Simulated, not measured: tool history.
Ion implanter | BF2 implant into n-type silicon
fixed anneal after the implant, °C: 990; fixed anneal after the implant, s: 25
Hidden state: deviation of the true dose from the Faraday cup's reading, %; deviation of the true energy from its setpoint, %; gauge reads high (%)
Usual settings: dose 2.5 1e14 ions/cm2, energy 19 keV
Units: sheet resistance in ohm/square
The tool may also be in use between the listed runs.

run,day,dose,energy,wafers since the last listed run,hours since the last dose calibration,hours since the extraction supply was calibrated,hours since the gauge calibration,"read-back reference wafer on the same gauge, sheet resistance",sheet resistance
1,0,2.2,22.5,0,677.2,4319,555.2,386.26,436.4
2,1.104,2.5,23,1087,703.7,4345.5,581.7,386.04,392.04
3,3.842,2.5,23,2697,769.4,4411.2,647.4,385.83,392.56
4,5.846,2.5,23,1974,817.5,4459.3,695.5,386.36,393.05
5,6.962,2.08,19,1100,844.3,4486.1,722.3,385.89,467.01
6,8.333,2.23,22,1350,877.2,4519,755.2,386.19,433.3
7,11.317,2.23,22,2939,948.8,4590.6,826.8,385.93,433.73
8,15.596,2.5,19,4216,1051.5,4693.3,929.5,386.14,398.27
9,17.579,2.5,19,1954,1099.1,4740.9,977.1,385.96,400.8
10,18.642,2.5,19,1046,1124.6,4766.4,1002.6,386.44,401.38
# day 19.217: gauge calibrated
11,20.567,2.5,19,1896,1170.8,4812.6,32.4,385.89,400.45
12,21.875,2.5,19,1289,1202.2,4844,63.8,385.86,402.56
13,23.758,2.89,19,1855,1247.4,4889.2,109,386.35,356.94
# day 26.421: Faraday cup replaced and dose calibrated
14,26.542,3.06,19,2413,2.9,4956,175.8,385.95,335.73
15,27.562,2.5,19,1005,27.4,4980.5,200.3,386.19,395.97
# day 28.754: extraction supply calibrated
16,29.308,2.74,19,1391,69.3,13.3,242.2,385.75,364.32
17,31.138,2.73,19,1802,113.2,57.2,286.1,386.27,367.23
18,32.458,1.97,19,1301,144.9,88.9,317.8,386.06,484.94
19,33.7,2.28,24,1223,174.7,118.7,347.6,386.1,418.19
20,35,2.71,23.5,1280,205.9,149.9,378.8,386.28,362.48
21,37.458,1.94,25,2422,264.9,208.9,437.8,385.83,479.23
22,39.179,2.84,13.5,1695,306.2,250.2,479.1,386.08,374.58
23,40.988,2.5,19,1781,349.6,293.6,522.5,386.42,394.27
24,43.221,1.97,24.5,2200,403.2,347.2,576.1,385.74,474.51
25,44.708,3.04,16,1465,438.9,382.9,611.8,386.03,345.16
26,45.846,2.76,22,1120,466.2,410.2,639.1,386.16,360.18

Forecast each of these 4 alternatives for the next run:
A,45.862,2.5,19,16,466.6,410.6,639.5,?,?
B,45.862,2.01,13,16,466.6,410.6,639.5,?,?
C,45.862,1.8,16.5,16,466.6,410.6,639.5,?,?
D,45.862,2.5,25,16,466.6,410.6,639.5,?,?

run,"read-back reference wafer on the same gauge, sheet resistance",sheet resistance
A,386.43,394.92
B,386.43,498.99
C,386.43,532.18
D,386.43,386.38
Without the tool's hidden state the same runs would have given:
run,sheet resistance
A,394.04
B,497.86
C,530.93
D,385.51
